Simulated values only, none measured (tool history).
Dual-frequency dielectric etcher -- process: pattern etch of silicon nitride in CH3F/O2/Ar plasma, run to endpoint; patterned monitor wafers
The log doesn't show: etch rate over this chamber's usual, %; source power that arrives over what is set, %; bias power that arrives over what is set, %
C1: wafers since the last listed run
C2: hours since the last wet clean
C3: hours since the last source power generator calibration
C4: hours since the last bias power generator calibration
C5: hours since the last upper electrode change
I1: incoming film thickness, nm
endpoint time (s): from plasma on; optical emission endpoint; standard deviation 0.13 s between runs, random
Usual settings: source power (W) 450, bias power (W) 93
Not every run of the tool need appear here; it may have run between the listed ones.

Run 1, day 0.000: usual settings; C1 0; C2 336.7; C3 3875.4; C4 2546.7; C5 2042.1; I1 29.65. Result: endpoint time (s) 34.0.
Run 2, day 0.500: usual settings but source power (W) 520, bias power (W) 103; C1 187; C2 348.7; C3 3887.4; C4 2558.7; C5 2054.1; I1 29.53. Result: endpoint time (s) 31.3.
Run 3, day 1.125: usual settings but source power (W) 520, bias power (W) 103; C1 234; C2 363.7; C3 3902.4; C4 2573.7; C5 2069.1; I1 29.24. Result: endpoint time (s) 30.8.
Run 4, day 1.512: usual settings but source power (W) 520, bias power (W) 103; C1 145; C2 373.0; C3 3911.7; C4 2583.0; C5 2078.4; I1 29.62. Result: endpoint time (s) 31.3.
Run 5, day 2.029: usual settings but source power (W) 400; C1 194; C2 385.4; C3 3924.1; C4 2595.4; C5 2090.8; I1 29.66. Result: endpoint time (s) 34.6.
Run 6, day 2.300: usual settings but source power (W) 400; C1 101; C2 391.9; C3 3930.6; C4 2601.9; C5 2097.3; I1 29.44. Result: endpoint time (s) 34.6.
Run 7, day 2.817: usual settings; C1 194; C2 404.3; C3 3943.0; C4 2614.3; C5 2109.7; I1 29.39. Result: endpoint time (s) 33.2.
Run 8, day 3.417: usual settings; C1 225; C2 418.7; C3 3957.4; C4 2628.7; C5 2124.1; I1 29.39. Result: endpoint time (s) 33.5.
Run 9, day 3.892: usual settings; C1 178; C2 430.1; C3 3968.8; C4 2640.1; C5 2135.5; I1 29.21. Result: endpoint time (s) 33.2.
Run 10, day 4.588: usual settings but bias power (W) 109; C1 261; C2 446.8; C3 3985.5; C4 2656.8; C5 2152.2; I1 28.99. Result: endpoint time (s) 30.8.
Run 11, day 4.879: usual settings but bias power (W) 109; C1 109; C2 453.8; C3 3992.5; C4 2663.8; C5 2159.2; I1 29.57. Result: endpoint time (s) 31.7.
Run 12, day 5.592: usual settings; C1 267; C2 470.9; C3 4009.6; C4 2680.9; C5 2176.3; I1 29.51. Result: endpoint time (s) 33.3.
Run 13, day 5.921: usual settings; C1 123; C2 478.8; C3 4017.5; C4 2688.8; C5 2184.2; I1 29.24. Result: endpoint time (s) 33.1.
Run 14, day 6.383: usual settings; C1 173; C2 489.9; C3 4028.6; C4 2699.9; C5 2195.3; I1 29.51. Result: endpoint time (s) 33.3.
Run 15, day 7.054: usual settings; C1 251; C2 506.0; C3 4044.7; C4 2716.0; C5 2211.4; I1 29.40. Result: endpoint time (s) 33.0.
Run 16, day 7.483: usual settings but source power (W) 510; C1 161; C2 516.3; C3 4055.0; C4 2726.3; C5 2221.7; I1 29.58. Result: endpoint time (s) 32.1.
Run 17, day 8.233: usual settings but source power (W) 530, bias power (W) 106; C1 281; C2 534.3; C3 4073.0; C4 2744.3; C5 2239.7; I1 29.44. Result: endpoint time (s) 30.4.
Run 18, day 8.754: usual settings; C1 195; C2 546.8; C3 4085.5; C4 2756.8; C5 2252.2; I1 29.85. Result: endpoint time (s) 33.5.
Run 19, day 9.404: usual settings but source power (W) 520, bias power (W) 79; C1 244; C2 562.4; C3 4101.1; C4 2772.4; C5 2267.8; I1 29.34. Result: endpoint time (s) 33.5.
Run 20, day 9.875: usual settings; C1 176; C2 573.7; C3 4112.4; C4 2783.7; C5 2279.1; I1 29.48. Result: endpoint time (s) 33.0.
Run 21, day 10.221: usual settings but source power (W) 520, bias power (W) 103; C1 129; C2 582.0; C3 4120.7; C4 2792.0; C5 2287.4; I1 29.65. Result: endpoint time (s) 30.8.
Run 22, day 10.683: usual settings; C1 173; C2 593.1; C3 4131.8; C4 2803.1; C5 2298.5; I1 29.87. Result: endpoint time (s) 33.6.
Run 23, day 11.346: usual settings but source power (W) 350; C1 248; C2 609.0; C3 4147.7; C4 2819.0; C5 2314.4; I1 29.39. Result: endpoint time (s) 34.9.
At day 12.358: wet clean of the chamber.
At day 12.879: upper electrode replaced.
Run 24, day 12.900: usual settings; C1 12; C2 13.0; C3 4185.0; C4 2856.3; C5 0.5; I1 29.45. Result: endpoint time (s) 34.2.
Run 25, day 12.917: usual settings but source power (W) 350, bias power (W) 112; C1 6; C2 13.4; C3 4185.4; C4 2856.7; C5 0.9; I1 29.58. Result: endpoint time (s) 34.1.
At day 13.112: source power generator calibrated.
Run 26, day 13.133: usual settings but source power (W) 400, bias power (W) 112; C1 18; C2 18.6; C3 0.5; C4 2861.9; C5 6.1; I1 29.50. Result: endpoint time (s) 32.8.
Run 27, day 13.488: usual settings; C1 133; C2 27.1; C3 9.0; C4 2870.4; C5 14.6; I1 29.42. Result: endpoint time (s) 34.3.
At day 13.921: bias power generator calibrated.
Run 28, day 14.192: usual settings but source power (W) 500, bias power (W) 105; C1 201; C2 44.0; C3 25.9; C4 6.5; C5 31.5; I1 29.23. Result: endpoint time (s) 31.3.
Run 29, day 15.121: usual settings but source power (W) 380; C1 348; C2 66.3; C3 48.2; C4 28.8; C5 53.8; I1 29.40. Result: endpoint time (s) 35.4.
Run 30, day 15.658: usual settings but source power (W) 520, bias power (W) 106; C1 201; C2 79.2; C3 61.1; C4 41.7; C5 66.7; I1 29.41. Result: endpoint time (s) 31.1.
Run 31, day 16.108: usual settings; C1 169; C2 90.0; C3 71.9; C4 52.5; C5 77.5; I1 29.45. Result: endpoint time (s) 34.0.
Run 32, day 16.671: usual settings but source power (W) 500, bias power (W) 83; C1 211; C2 103.5; C3 85.4; C4 66.0; C5 91.0; I1 29.32. Result: endpoint time (s) 34.4.
Run 33, day 17.192: usual settings but source power (W) 530; C1 195; C2 116.0; C3 97.9; C4 78.5; C5 103.5; I1 29.50. Result: endpoint time (s) 32.6.
Run 34, day 17.938: usual settings but source power (W) 370, bias power (W) 107; C1 280; C2 133.9; C3 115.8; C4 96.4; C5 121.4; I1 29.57. Result: endpoint time (s) 33.8.
Run 35, day 18.233: usual settings but bias power (W) 100; C1 111; C2 141.0; C3 122.9; C4 103.5; C5 128.5; I1 29.56. Result: endpoint time (s) 33.1.

Each row is a separate what-if for the run after 35, all from the same tool condition, not one after another. Results?
Run A, day 18.250: usual settings but bias power (W) 76; C1 6; C2 141.4; C3 123.3; C4 103.9; C5 128.9; I1 29.40. Result: endpoint time (s) ?.
Run B, day 18.250: usual settings but source power (W) 350, bias power (W) 72; C1 6; C2 141.4; C3 123.3; C4 103.9; C5 128.9; I1 29.40. Result: endpoint time (s) ?.
Run C, day 18.250: usual settings but source power (W) 560, bias power (W) 106; C1 6; C2 141.4; C3 123.3; C4 103.9; C5 128.9; I1 29.40. Result: endpoint time (s) ?.
Run D, day 18.250: usual settings but source power (W) 400, bias power (W) 115; C1 6; C2 141.4; C3 123.3; C4 103.9; C5 128.9; I1 29.40. Result: endpoint time (s) ?.

run  endpoint time (s)
  A               36.2
  B               39.3
  C               30.4
  D               32.1
Stripped of hidden state, with their random variation kept, the same runs would have yielded:
run  endpoint time (s)
  A               36.9
  B               40.0
  C               30.9
  D               32.7

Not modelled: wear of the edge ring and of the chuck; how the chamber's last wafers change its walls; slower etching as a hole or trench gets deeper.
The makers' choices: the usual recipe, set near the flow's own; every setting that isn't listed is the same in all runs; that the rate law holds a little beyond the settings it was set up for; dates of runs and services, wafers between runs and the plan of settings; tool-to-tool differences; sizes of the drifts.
